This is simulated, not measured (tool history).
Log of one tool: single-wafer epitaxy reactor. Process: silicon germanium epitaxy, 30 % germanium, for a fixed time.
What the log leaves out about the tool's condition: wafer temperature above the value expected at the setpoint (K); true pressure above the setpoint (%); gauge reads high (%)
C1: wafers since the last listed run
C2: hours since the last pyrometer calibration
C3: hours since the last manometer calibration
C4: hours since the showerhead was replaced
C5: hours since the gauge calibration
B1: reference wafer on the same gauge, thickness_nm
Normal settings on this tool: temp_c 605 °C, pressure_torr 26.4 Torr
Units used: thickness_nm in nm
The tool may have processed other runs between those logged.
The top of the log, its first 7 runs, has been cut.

run 8 hour=72.6 | temp_c=605 pressure_torr=26.4 | C1=242 C2=2217.7 C3=1685.9 C4=8379.5 C5=680.8 | B1=67.480 | thickness_nm=69.243
run 9 hour=85.8 | temp_c=605 pressure_torr=26.4 | C1=275 C2=2230.9 C3=1699.1 C4=8392.7 C5=694.0 | B1=67.442 | thickness_nm=69.908
-- hour=89.8 gauge calibrated
run 10 hour=93.2 | temp_c=605 pressure_torr=26.4 | C1=154 C2=2238.3 C3=1706.5 C4=8400.1 C5=3.4 | B1=67.683 | thickness_nm=69.496
run 11 hour=99.5 | temp_c=605 pressure_torr=26.4 | C1=131 C2=2244.6 C3=1712.8 C4=8406.4 C5=9.7 | B1=67.679 | thickness_nm=69.214
run 12 hour=117.4 | temp_c=605 pressure_torr=26.4 | C1=373 C2=2262.5 C3=1730.7 C4=8424.3 C5=27.6 | B1=67.597 | thickness_nm=69.005
run 13 hour=125.0 | temp_c=601 pressure_torr=26.4 | C1=158 C2=2270.1 C3=1738.3 C4=8431.9 C5=35.2 | B1=67.571 | thickness_nm=65.127
run 14 hour=132.1 | temp_c=595 pressure_torr=29.0 | C1=148 C2=2277.2 C3=1745.4 C4=8439.0 C5=42.3 | B1=67.668 | thickness_nm=60.454
run 15 hour=143.2 | temp_c=599 pressure_torr=20.1 | C1=231 C2=2288.3 C3=1756.5 C4=8450.1 C5=53.4 | B1=67.586 | thickness_nm=56.979
run 16 hour=149.6 | temp_c=612 pressure_torr=22.4 | C1=133 C2=2294.7 C3=1762.9 C4=8456.5 C5=59.8 | B1=67.515 | thickness_nm=72.543
run 17 hour=165.6 | temp_c=605 pressure_torr=26.4 | C1=334 C2=2310.7 C3=1778.9 C4=8472.5 C5=75.8 | B1=67.723 | thickness_nm=68.311
-- hour=178.2 pyrometer calibrated
run 18 hour=179.3 | temp_c=605 pressure_torr=26.4 | C1=119 C2=1.1 C3=1792.6 C4=8486.2 C5=89.5 | B1=67.741 | thickness_nm=75.569

Forecast run 19:
-- hour=190.5 showerhead replaced
run 19 hour=192.5 | temp_c=610 pressure_torr=26.4 | C1=108 C2=14.3 C3=1805.8 C4=2.0 C5=102.7 | B1=? | thickness_nm=?

{"run 19": {"B1": 67.786, "thickness_nm": 81.889}}
Take away the tool's hidden state, keep the run-to-run variation as it was, and the same run would have given thickness_nm 82.244 nm.

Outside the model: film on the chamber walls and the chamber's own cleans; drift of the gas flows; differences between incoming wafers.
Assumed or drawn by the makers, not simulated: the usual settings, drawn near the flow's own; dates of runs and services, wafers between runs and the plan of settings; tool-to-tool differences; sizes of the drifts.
